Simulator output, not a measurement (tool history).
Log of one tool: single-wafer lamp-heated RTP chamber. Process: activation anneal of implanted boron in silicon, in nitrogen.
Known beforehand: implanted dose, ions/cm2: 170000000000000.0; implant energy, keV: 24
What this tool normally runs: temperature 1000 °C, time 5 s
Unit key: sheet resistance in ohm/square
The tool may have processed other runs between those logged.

run    hour  temperature  time  read-back reference wafer on the same gauge, sheet resistance  sheet resistance
  1       0         1000     3                                                          534.4            530.85
  2    62.6         1000     3                                                         534.19            530.72
  3   135.2         1000     3                                                         533.67            530.53
      189.1  -- reflector plate cleaned
      195.1  -- pyrometer window cleaned and pyrometer calibrated
  4   235.5         1000     5                                                         534.39            530.57
  5   341.6         1000     5                                                         533.93            530.04
  6   430.1         1020     5                                                         533.79            526.58
      488.9  -- reflector plate cleaned
  7   489.4         1000     5                                                          533.9            529.65
      542.3  -- gauge calibrated
      555.2  -- pyrometer window cleaned and pyrometer calibrated
  8   580.4         1000     5                                                          534.1            529.23
  9   639.4         1000     5                                                         533.75            530.22
 10   731.1         1000     5                                                         534.39            529.69
 11     804         1000     5                                                         534.36            529.17
      842.5  -- reflector plate cleaned
      910.4  -- pyrometer window cleaned and pyrometer calibrated
 12   910.9         1019     5                                                         534.49            528.11
 13   983.5          974     3                                                         533.86            548.77
 14  1059.3         1026     4                                                         533.95            526.39
 15  1123.6         1027     4                                                         534.01            525.76
 16  1161.6         1000     5                                                         534.31            528.71
     1198.5  -- pyrometer window cleaned and pyrometer calibrated
     1207.7  -- reflector plate cleaned
 17  1239.3         1000     7                                                         534.01            531.17
 18  1336.6         1013     8                                                         533.64            526.01
 19  1386.7         1000     8                                                         533.62             528.3
 20    1432          973     5                                                         534.06            540.65
     1520.5  -- pyrometer window cleaned and pyrometer calibrated
 21  1523.9         1000     5                                                         533.79            531.97
     1553.1  -- reflector plate cleaned
 22  1600.1         1000     5                                                         534.01            531.21

Below, some changes in sheet resistance between adjacent runs. For each, the amount present without the hidden state too (settings, incoming material, random variation) and the amount remaining for the hidden state with gauge scatter not shared by both compared results:
Hidden state present: true wafer temperature minus pyrometer reading, K; wafer temperature error from the tarnished reflector plate, K; gauge reads high (%).
Run 12 -> 13: temperature 1019 -> 974, time 5 -> 3. sheet resistance +20.66 ohm/square: hidden state -3.58, all else +24.24.
Run 13 -> 14: temperature 974 -> 1026, time 3 -> 4. sheet resistance -22.38 ohm/square: hidden state +3.31, all else -25.69.
Run 19 -> 20: temperature 1000 -> 973, time 8 -> 5. sheet resistance +12.35 ohm/square: hidden state -7.63, all else +19.98.
Run 20 -> 21: temperature 973 -> 1000, pyrometer window cleaned and pyrometer calibrated. sheet resistance -8.68 ohm/square: hidden state +9.48, all else -18.16.
